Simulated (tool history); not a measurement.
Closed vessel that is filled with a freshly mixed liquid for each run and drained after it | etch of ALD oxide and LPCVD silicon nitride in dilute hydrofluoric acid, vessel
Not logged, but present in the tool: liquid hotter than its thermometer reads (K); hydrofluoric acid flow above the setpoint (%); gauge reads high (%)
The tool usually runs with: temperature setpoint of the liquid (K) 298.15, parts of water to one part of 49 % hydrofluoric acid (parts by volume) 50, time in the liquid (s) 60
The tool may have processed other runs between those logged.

run    hour  temperature setpoint of the liquid (K)  parts of water to one part of 49 % hydrofluoric acid (parts by volume)  time in the liquid (s)  wafers since the last listed run  hours since the thermometer was replaced  hours since the hydrofluoric acid flow meter was replaced  hours since the gauge calibration  read-back film thickness of the ALD oxide reference wafer, read on the same gauge (nm)  read-back film thickness of the LPCVD silicon nitride reference wafer, read on the same gauge (nm)  thickness taken off the ALD oxide on a monitor wafer (nm)  thickness taken off the LPCVD silicon nitride on a monitor wafer (nm)
  1       0                                  302.15                                                                      50                      80                                 0                                     231.5                                                      215.1                              278.3                                                                                   70.01                                                                                              29.969                                                      39.43                                                                  1.014
  2    43.9                                  300.65                                                                      40                      60                              4581                                     275.4                                                        259                              322.2                                                                                   70.03                                                                                              29.999                                                      35.79                                                                  0.885
  3   103.5                                  293.15                                                                      50                      60                              6219                                       335                                                      318.6                              381.8                                                                                   70.05                                                                                              30.016                                                      20.72                                                                   0.41
  4   138.2                                  298.15                                                                      50                      40                              3621                                     369.7                                                      353.3                              416.5                                                                                   70.04                                                                                              29.984                                                      16.95                                                                  0.389
  5   172.7                                  294.15                                                                      70                      40                              3600                                     404.2                                                      387.8                                451                                                                                   70.01                                                                                              30.014                                                       9.93                                                                  0.212
  6   240.8                                  296.65                                                                      50                      60                              7106                                     472.3                                                      455.9                              519.1                                                                                   70.03                                                                                              29.996                                                      24.01                                                                  0.543
  7   275.2                                  303.15                                                                      55                      50                              3589                                     506.7                                                      490.3                              553.5                                                                                   69.96                                                                                              29.999                                                      23.88                                                                   0.63
  8   467.8                                  301.15                                                                      65                      35                             20098                                     699.3                                                      682.9                              746.1                                                                                   70.06                                                                                              29.999                                                      12.68                                                                  0.331
  9   499.6                                  298.15                                                                      50                      60                              3318                                     731.1                                                      714.7                              777.9                                                                                   70.01                                                                                              29.987                                                      25.59                                                                  0.627
 10     710                                  303.15                                                                      70                      70                             21956                                     941.5                                                      925.1                              988.3                                                                                   69.98                                                                                              29.993                                                      25.18                                                                  0.644
 11   740.8                                  298.15                                                                      30                      60                              3214                                     972.3                                                      955.9                             1019.1                                                                                   69.95                                                                                              29.997                                                         44                                                                   1.06
 12   793.9                                  298.15                                                                      50                      60                              5541                                    1025.4                                                       1009                             1072.2                                                                                      70                                                                                              29.985                                                      25.59                                                                  0.604
 13   822.8                                  303.15                                                                      50                      60                              3015                                    1054.3                                                     1037.9                             1101.1                                                                                      70                                                                                              30.009                                                      31.23                                                                  0.815
 14   885.4                                  298.15                                                                      50                      60                              6532                                    1116.9                                                     1100.5                             1163.7                                                                                   70.01                                                                                              30.011                                                      25.75                                                                  0.568
 15   916.6                                  301.15                                                                      65                      35                              3255                                    1148.1                                                     1131.7                             1194.9                                                                                      70                                                                                              30.003                                                      12.41                                                                  0.342
 16   981.1                                  298.15                                                                      65                      60                              6730                                    1212.6                                                     1196.2                             1259.4                                                                                   70.03                                                                                              30.013                                                      19.08                                                                  0.451
 17  1039.6                                  301.15                                                                      65                      90                              6104                                    1271.1                                                     1254.7                             1317.9                                                                                   69.99                                                                                              30.003                                                      32.52                                                                  0.824
 18  1105.8                                  298.15                                                                      50                      90                              6908                                    1337.3                                                     1320.9                             1384.1                                                                                   70.04                                                                                              29.971                                                      38.81                                                                  0.929
 19  1137.9                                  298.15                                                                      50                      60                              3349                                    1369.4                                                       1353                             1416.2                                                                                   69.99                                                                                              30.004                                                      25.32                                                                  0.609
 20    1247                                  301.65                                                                      50                      30                             11385                                    1478.5                                                     1462.1                             1525.3                                                                                   70.02                                                                                              29.995                                                      14.71                                                                  0.406
 21  1280.5                                  295.65                                                                      45                      95                              3495                                      1512                                                     1495.6                             1558.8                                                                                   69.98                                                                                              29.992                                                       41.3                                                                  0.873
 22  1340.2                                  298.15                                                                      50                      60                              6229                                    1571.7                                                     1555.3                             1618.5                                                                                   69.95                                                                                              30.021                                                      25.46                                                                  0.611
 23  1422.9                                  302.15                                                                      50                      60                              8630                                    1654.4                                                       1638                             1701.2                                                                                   69.98                                                                                              29.999                                                         30                                                                  0.818
 24  1474.2                                  298.15                                                                      50                      60                              5353                                    1705.7                                                     1689.3                             1752.5                                                                                   69.99                                                                                              30.005                                                         26                                                                  0.626
 25  1544.3                                  296.65                                                                      30                      40                              7315                                    1775.8                                                     1759.4                             1822.6                                                                                   69.98                                                                                              30.021                                                      27.25                                                                  0.625

The tool's hidden state at each run:
liquid hotter than its thermometer reads (K): 0 in every run
hydrofluoric acid flow above the setpoint (%): 0 in every run
gauge reads high (%): 0 in every run

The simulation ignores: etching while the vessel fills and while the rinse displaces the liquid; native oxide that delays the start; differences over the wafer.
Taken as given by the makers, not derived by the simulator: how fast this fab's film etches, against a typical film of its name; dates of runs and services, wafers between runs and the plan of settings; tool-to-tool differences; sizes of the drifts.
